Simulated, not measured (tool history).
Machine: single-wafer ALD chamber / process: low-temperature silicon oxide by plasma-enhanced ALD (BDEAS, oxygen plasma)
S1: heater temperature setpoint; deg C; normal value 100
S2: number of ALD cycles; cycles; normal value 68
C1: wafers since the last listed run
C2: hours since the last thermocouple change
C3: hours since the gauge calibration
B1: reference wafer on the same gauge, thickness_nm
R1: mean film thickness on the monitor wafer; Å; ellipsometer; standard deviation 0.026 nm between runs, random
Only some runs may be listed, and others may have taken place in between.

{"run": 1, "hour": 0.0, "S1": 111, "S2": 68, "C1": 0, "C2": 958.7, "C3": 342.1, "B1": 11.598, "R1": 103.02}
{"run": 2, "hour": 51.6, "S1": 107, "S2": 68, "C1": 219, "C2": 1010.3, "C3": 393.7, "B1": 11.602, "R1": 103.65}
{"run": 3, "hour": 118.5, "S1": 107, "S2": 68, "C1": 284, "C2": 1077.2, "C3": 460.6, "B1": 11.596, "R1": 103.97}
{"run": 4, "hour": 164.3, "S1": 100, "S2": 65, "C1": 194, "C2": 1123.0, "C3": 506.4, "B1": 11.6, "R1": 101.02}
{"run": 5, "hour": 211.3, "S1": 100, "S2": 65, "C1": 200, "C2": 1170.0, "C3": 553.4, "B1": 11.601, "R1": 100.9}
{"run": 6, "hour": 238.8, "S1": 100, "S2": 68, "C1": 117, "C2": 1197.5, "C3": 580.9, "B1": 11.603, "R1": 105.04}
{"run": 7, "hour": 306.1, "S1": 100, "S2": 68, "C1": 286, "C2": 1264.8, "C3": 648.2, "B1": 11.59, "R1": 105.0}
{"run": 8, "hour": 365.0, "S1": 100, "S2": 68, "C1": 250, "C2": 1323.7, "C3": 707.1, "B1": 11.605, "R1": 104.97}
{"run": 9, "hour": 397.2, "S1": 110, "S2": 68, "C1": 137, "C2": 1355.9, "C3": 739.3, "B1": 11.6, "R1": 102.56}
{"run": 10, "hour": 442.2, "S1": 110, "S2": 68, "C1": 191, "C2": 1400.9, "C3": 784.3, "B1": 11.6, "R1": 102.64}
{"run": 11, "hour": 466.8, "S1": 100, "S2": 68, "C1": 104, "C2": 1425.5, "C3": 808.9, "B1": 11.603, "R1": 104.87}
{"run": 12, "hour": 500.2, "S1": 100, "S2": 68, "C1": 142, "C2": 1458.9, "C3": 842.3, "B1": 11.601, "R1": 105.06}
{"run": 13, "hour": 538.1, "S1": 100, "S2": 74, "C1": 161, "C2": 1496.8, "C3": 880.2, "B1": 11.6, "R1": 114.33}
{"run": 14, "hour": 578.4, "S1": 100, "S2": 74, "C1": 171, "C2": 1537.1, "C3": 920.5, "B1": 11.603, "R1": 114.42}
{"run": 15, "hour": 618.9, "S1": 100, "S2": 68, "C1": 172, "C2": 1577.6, "C3": 961.0, "B1": 11.597, "R1": 104.52}
{"run": 16, "hour": 662.0, "S1": 110, "S2": 64, "C1": 183, "C2": 1620.7, "C3": 1004.1, "B1": 11.598, "R1": 97.09}
{"hour": 672.0, "done": "thermocouple changed; heater temperature recalibrated"}
{"run": 17, "hour": 731.4, "S1": 90, "S2": 61, "C1": 261, "C2": 59.4, "C3": 1073.5, "B1": 11.599, "R1": 98.68}
{"run": 18, "hour": 794.3, "S1": 110, "S2": 77, "C1": 267, "C2": 122.3, "C3": 1136.4, "B1": 11.601, "R1": 117.74}
{"run": 19, "hour": 834.1, "S1": 100, "S2": 68, "C1": 169, "C2": 162.1, "C3": 1176.2, "B1": 11.6, "R1": 105.78}
{"run": 20, "hour": 873.5, "S1": 110, "S2": 57, "C1": 167, "C2": 201.5, "C3": 1215.6, "B1": 11.6, "R1": 87.42}
{"run": 21, "hour": 924.6, "S1": 100, "S2": 68, "C1": 217, "C2": 252.6, "C3": 1266.7, "B1": 11.591, "R1": 105.8}
{"run": 22, "hour": 957.6, "S1": 88, "S2": 63, "C1": 140, "C2": 285.6, "C3": 1299.7, "B1": 11.594, "R1": 101.96}
{"run": 23, "hour": 1010.2, "S1": 104, "S2": 68, "C1": 223, "C2": 338.2, "C3": 1352.3, "B1": 11.598, "R1": 105.45}
{"hour": 1035.9, "done": "gauge calibrated"}
{"run": 24, "hour": 1065.0, "S1": 112, "S2": 77, "C1": 233, "C2": 393.0, "C3": 29.1, "B1": 11.599, "R1": 117.4}
{"run": 25, "hour": 1133.7, "S1": 88, "S2": 62, "C1": 292, "C2": 461.7, "C3": 97.8, "B1": 11.595, "R1": 100.13}
{"run": 26, "hour": 1193.6, "S1": 112, "S2": 68, "C1": 254, "C2": 521.6, "C3": 157.7, "B1": 11.604, "R1": 103.15}
{"run": 27, "hour": 1222.3, "S1": 93, "S2": 61, "C1": 122, "C2": 550.3, "C3": 186.4, "B1": 11.595, "R1": 96.58}
{"run": 28, "hour": 1289.7, "S1": 94, "S2": 68, "C1": 286, "C2": 617.7, "C3": 253.8, "B1": 11.599, "R1": 107.46}
{"run": 29, "hour": 1341.9, "S1": 96, "S2": 68, "C1": 222, "C2": 669.9, "C3": 306.0, "B1": 11.594, "R1": 106.58}

Each row is a separate what-if for the run after 29, all from the same tool condition, not one after another. Results?
{"run": "A", "hour": 1342.4, "S1": 100, "S2": 68, "C1": 2, "C2": 670.4, "C3": 306.5, "B1": "?", "R1": "?"}
{"run": "B", "hour": 1342.4, "S1": 114, "S2": 75, "C1": 2, "C2": 670.4, "C3": 306.5, "B1": "?", "R1": "?"}
{"run": "C", "hour": 1342.4, "S1": 95, "S2": 55, "C1": 2, "C2": 670.4, "C3": 306.5, "B1": "?", "R1": "?"}
{"run": "D", "hour": 1342.4, "S1": 92, "S2": 64, "C1": 2, "C2": 670.4, "C3": 306.5, "B1": "?", "R1": "?"}

run=A B1=11.600 R1=105.84
run=B B1=11.600 R1=113.77
run=C B1=11.600 R1=86.78
run=D B1=11.600 R1=102.06
Without the tool's unlogged condition, the same runs would have read:
run=A R1=106.31
run=B R1=114.29
run=C R1=87.53
run=D R1=102.94

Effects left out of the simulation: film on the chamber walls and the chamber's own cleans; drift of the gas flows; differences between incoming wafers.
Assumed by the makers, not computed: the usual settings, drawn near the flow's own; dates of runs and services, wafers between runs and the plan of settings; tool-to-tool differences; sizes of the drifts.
